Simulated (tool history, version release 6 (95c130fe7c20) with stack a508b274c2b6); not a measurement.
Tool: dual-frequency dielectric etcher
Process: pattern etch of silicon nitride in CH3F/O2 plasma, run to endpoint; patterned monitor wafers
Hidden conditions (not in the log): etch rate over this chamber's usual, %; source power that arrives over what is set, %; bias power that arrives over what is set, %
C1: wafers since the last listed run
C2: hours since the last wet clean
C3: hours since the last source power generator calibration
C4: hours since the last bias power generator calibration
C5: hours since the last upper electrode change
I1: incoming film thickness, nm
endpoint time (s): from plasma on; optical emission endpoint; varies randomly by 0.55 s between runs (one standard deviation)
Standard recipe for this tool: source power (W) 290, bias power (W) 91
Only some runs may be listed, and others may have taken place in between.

{"run": 1, "day": 0.0, "source power (W)": 290, "bias power (W)": 91, "C1": 0, "C2": 116.0, "C3": 4095.1, "C4": 3529.0, "C5": 4051.5, "I1": 57.9, "endpoint time (s)": 77.6}
{"run": 2, "day": 0.746, "source power (W)": 290, "bias power (W)": 91, "C1": 72, "C2": 133.9, "C3": 4113.0, "C4": 3546.9, "C5": 4069.4, "I1": 58.4, "endpoint time (s)": 78.7}
{"run": 3, "day": 1.65, "source power (W)": 290, "bias power (W)": 91, "C1": 87, "C2": 155.6, "C3": 4134.7, "C4": 3568.6, "C5": 4091.1, "I1": 57.9, "endpoint time (s)": 77.5}
{"run": 4, "day": 2.583, "source power (W)": 260, "bias power (W)": 91, "C1": 90, "C2": 178.0, "C3": 4157.1, "C4": 3591.0, "C5": 4113.5, "I1": 57.9, "endpoint time (s)": 82.6}
{"run": 5, "day": 3.8, "source power (W)": 260, "bias power (W)": 91, "C1": 118, "C2": 207.2, "C3": 4186.3, "C4": 3620.2, "C5": 4142.7, "I1": 58.3, "endpoint time (s)": 83.1}
{"run": 6, "day": 5.162, "source power (W)": 340, "bias power (W)": 98, "C1": 132, "C2": 239.9, "C3": 4219.0, "C4": 3652.9, "C5": 4175.4, "I1": 58.6, "endpoint time (s)": 72.6}
{"day": 5.988, "done": "source power generator calibrated"}
{"run": 7, "day": 6.425, "source power (W)": 340, "bias power (W)": 98, "C1": 106, "C2": 270.2, "C3": 10.5, "C4": 3683.2, "C5": 4205.7, "I1": 58.0, "endpoint time (s)": 71.5}
{"run": 8, "day": 7.383, "source power (W)": 340, "bias power (W)": 98, "C1": 93, "C2": 293.2, "C3": 33.5, "C4": 3706.2, "C5": 4228.7, "I1": 57.7, "endpoint time (s)": 70.9}
{"run": 9, "day": 8.162, "source power (W)": 290, "bias power (W)": 104, "C1": 75, "C2": 311.9, "C3": 52.2, "C4": 3724.9, "C5": 4247.4, "I1": 57.8, "endpoint time (s)": 75.1}
{"run": 10, "day": 9.388, "source power (W)": 290, "bias power (W)": 111, "C1": 118, "C2": 341.3, "C3": 81.6, "C4": 3754.3, "C5": 4276.8, "I1": 57.8, "endpoint time (s)": 74.0}
{"run": 11, "day": 10.346, "source power (W)": 240, "bias power (W)": 73, "C1": 93, "C2": 364.3, "C3": 104.6, "C4": 3777.3, "C5": 4299.8, "I1": 58.5, "endpoint time (s)": 95.9}
{"day": 11.442, "done": "bias power generator calibrated"}
{"day": 11.738, "done": "upper electrode replaced"}
{"day": 12.317, "done": "wet clean of the chamber"}
{"run": 12, "day": 12.338, "source power (W)": 290, "bias power (W)": 91, "C1": 92, "C2": 0.5, "C3": 152.4, "C4": 21.5, "C5": 14.4, "I1": 57.6, "endpoint time (s)": 76.2}
{"run": 13, "day": 12.354, "source power (W)": 290, "bias power (W)": 109, "C1": 1, "C2": 0.9, "C3": 152.8, "C4": 21.9, "C5": 14.8, "I1": 58.2, "endpoint time (s)": 71.7}
{"run": 14, "day": 13.354, "source power (W)": 340, "bias power (W)": 91, "C1": 97, "C2": 24.9, "C3": 176.8, "C4": 45.9, "C5": 38.8, "I1": 58.2, "endpoint time (s)": 72.6}
{"run": 15, "day": 14.846, "source power (W)": 290, "bias power (W)": 111, "C1": 144, "C2": 60.7, "C3": 212.6, "C4": 81.7, "C5": 74.6, "I1": 57.3, "endpoint time (s)": 70.9}
{"run": 16, "day": 16.088, "source power (W)": 250, "bias power (W)": 68, "C1": 120, "C2": 90.5, "C3": 242.4, "C4": 111.5, "C5": 104.4, "I1": 57.8, "endpoint time (s)": 92.6}
{"run": 17, "day": 17.029, "source power (W)": 260, "bias power (W)": 73, "C1": 91, "C2": 113.1, "C3": 265.0, "C4": 134.1, "C5": 127.0, "I1": 57.2, "endpoint time (s)": 88.2}
{"run": 18, "day": 17.538, "source power (W)": 340, "bias power (W)": 79, "C1": 49, "C2": 125.3, "C3": 277.2, "C4": 146.3, "C5": 139.2, "I1": 57.9, "endpoint time (s)": 76.8}

For each run, the measured value with the value that run would have given without the tool's hidden condition subtracted. The run-to-run variation is shared by both, the gauge scatter possibly not:
run=1 endpoint_time_(s)=+0.8
run=2 endpoint_time_(s)=+0.9
run=3 endpoint_time_(s)=+1.2
run=4 endpoint_time_(s)=+1.5
run=5 endpoint_time_(s)=+1.8
run=6 endpoint_time_(s)=+1.9
run=7 endpoint_time_(s)=+2.2
run=8 endpoint_time_(s)=+2.4
run=9 endpoint_time_(s)=+2.8
run=10 endpoint_time_(s)=+3.0
run=11 endpoint_time_(s)=+4.2
run=12 endpoint_time_(s)=+0.2
run=13 endpoint_time_(s)=+0.2
run=14 endpoint_time_(s)=+0.5
run=15 endpoint_time_(s)=+0.7
run=16 endpoint_time_(s)=+1.4
run=17 endpoint_time_(s)=+1.5
run=18 endpoint_time_(s)=+1.4

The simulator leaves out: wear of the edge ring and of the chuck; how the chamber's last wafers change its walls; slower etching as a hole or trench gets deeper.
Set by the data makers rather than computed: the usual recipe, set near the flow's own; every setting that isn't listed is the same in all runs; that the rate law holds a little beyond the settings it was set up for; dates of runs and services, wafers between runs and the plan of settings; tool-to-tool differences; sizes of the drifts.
